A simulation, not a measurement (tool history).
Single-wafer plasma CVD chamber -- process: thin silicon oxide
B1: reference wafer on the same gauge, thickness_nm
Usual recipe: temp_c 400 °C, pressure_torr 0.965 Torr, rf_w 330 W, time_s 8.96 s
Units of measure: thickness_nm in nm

{"run": 1, "hour": 0.0, "temp_c": 389, "pressure_torr": 0.965, "rf_w": 330, "time_s": 8.96, "B1": 16.594, "thickness_nm": 18.866}
{"run": 2, "hour": 15.2, "temp_c": 389, "pressure_torr": 0.965, "rf_w": 330, "time_s": 8.96, "B1": 16.567, "thickness_nm": 18.802}
{"run": 3, "hour": 31.7, "temp_c": 389, "pressure_torr": 0.965, "rf_w": 330, "time_s": 8.96, "B1": 16.561, "thickness_nm": 18.817}
{"run": 4, "hour": 101.9, "temp_c": 400, "pressure_torr": 0.965, "rf_w": 300, "time_s": 8.96, "B1": 16.516, "thickness_nm": 17.98}
{"run": 5, "hour": 134.3, "temp_c": 400, "pressure_torr": 0.965, "rf_w": 300, "time_s": 8.96, "B1": 16.535, "thickness_nm": 18.004}
{"run": 6, "hour": 154.6, "temp_c": 400, "pressure_torr": 0.965, "rf_w": 300, "time_s": 8.96, "B1": 16.524, "thickness_nm": 17.967}
{"run": 7, "hour": 175.2, "temp_c": 400, "pressure_torr": 0.965, "rf_w": 330, "time_s": 8.96, "B1": 16.516, "thickness_nm": 18.55}
{"run": 8, "hour": 205.6, "temp_c": 400, "pressure_torr": 0.965, "rf_w": 330, "time_s": 8.96, "B1": 16.504, "thickness_nm": 18.604}
{"hour": 300.2, "done": "RF generator calibrated"}
{"run": 9, "hour": 300.7, "temp_c": 400, "pressure_torr": 0.965, "rf_w": 330, "time_s": 8.96, "B1": 16.5, "thickness_nm": 18.581}
{"hour": 316.4, "done": "capacitance manometer re-zeroed and calibrated"}
{"run": 10, "hour": 330.8, "temp_c": 400, "pressure_torr": 0.965, "rf_w": 285, "time_s": 8.96, "B1": 16.476, "thickness_nm": 17.634}
{"hour": 361.4, "done": "showerhead replaced"}
{"run": 11, "hour": 361.9, "temp_c": 400, "pressure_torr": 0.965, "rf_w": 285, "time_s": 8.96, "B1": 16.487, "thickness_nm": 17.628}
{"run": 12, "hour": 370.4, "temp_c": 400, "pressure_torr": 0.965, "rf_w": 290, "time_s": 8.96, "B1": 16.464, "thickness_nm": 17.746}
{"run": 13, "hour": 382.6, "temp_c": 412, "pressure_torr": 1.172, "rf_w": 330, "time_s": 8.16, "B1": 16.479, "thickness_nm": 19.0}
{"run": 14, "hour": 414.0, "temp_c": 400, "pressure_torr": 0.965, "rf_w": 330, "time_s": 8.96, "B1": 16.486, "thickness_nm": 18.52}
{"hour": 418.2, "done": "gauge calibrated"}
{"run": 15, "hour": 426.3, "temp_c": 389, "pressure_torr": 0.965, "rf_w": 330, "time_s": 8.96, "B1": 16.933, "thickness_nm": 19.136}
{"run": 16, "hour": 458.7, "temp_c": 400, "pressure_torr": 0.965, "rf_w": 330, "time_s": 10.1, "B1": 16.877, "thickness_nm": 21.514}
{"run": 17, "hour": 477.5, "temp_c": 407, "pressure_torr": 0.965, "rf_w": 330, "time_s": 8.96, "B1": 16.835, "thickness_nm": 18.962}
{"hour": 500.9, "done": "thermocouple changed; heater temperature recalibrated"}
{"run": 18, "hour": 513.4, "temp_c": 400, "pressure_torr": 1.191, "rf_w": 330, "time_s": 8.96, "B1": 16.781, "thickness_nm": 21.678}
{"run": 19, "hour": 529.0, "temp_c": 413, "pressure_torr": 0.896, "rf_w": 330, "time_s": 8.96, "B1": 16.747, "thickness_nm": 17.683}
{"run": 20, "hour": 546.7, "temp_c": 413, "pressure_torr": 0.965, "rf_w": 330, "time_s": 7.91, "B1": 16.737, "thickness_nm": 16.53}
{"run": 21, "hour": 566.4, "temp_c": 400, "pressure_torr": 0.965, "rf_w": 375, "time_s": 8.96, "B1": 16.709, "thickness_nm": 19.661}
{"run": 22, "hour": 585.5, "temp_c": 409, "pressure_torr": 1.075, "rf_w": 330, "time_s": 8.96, "B1": 16.701, "thickness_nm": 20.08}
{"run": 23, "hour": 621.1, "temp_c": 400, "pressure_torr": 0.965, "rf_w": 330, "time_s": 8.96, "B1": 16.672, "thickness_nm": 18.728}
{"run": 24, "hour": 642.4, "temp_c": 400, "pressure_torr": 0.965, "rf_w": 310, "time_s": 9.96, "B1": 16.616, "thickness_nm": 20.365}

Predict each of these 4 candidate next runs independently; none follows another, all start after run 24:
{"run": "A", "hour": 642.8, "temp_c": 400, "pressure_torr": 0.965, "rf_w": 330, "time_s": 8.96, "B1": "?", "thickness_nm": "?"}
{"run": "B", "hour": 642.8, "temp_c": 400, "pressure_torr": 0.965, "rf_w": 330, "time_s": 10.48, "B1": "?", "thickness_nm": "?"}
{"run": "C", "hour": 642.8, "temp_c": 389, "pressure_torr": 0.882, "rf_w": 330, "time_s": 9.5, "B1": "?", "thickness_nm": "?"}
{"run": "D", "hour": 642.8, "temp_c": 400, "pressure_torr": 0.965, "rf_w": 330, "time_s": 7.33, "B1": "?", "thickness_nm": "?"}

run=A B1=16.640 thickness_nm=18.687
run=B B1=16.640 thickness_nm=21.848
run=C B1=16.640 thickness_nm=18.532
run=D B1=16.640 thickness_nm=15.295
Stripped of hidden state, with their random variation kept, the same runs would have yielded:
run=A thickness_nm=19.095
run=B thickness_nm=22.325
run=C thickness_nm=18.936
run=D thickness_nm=15.629
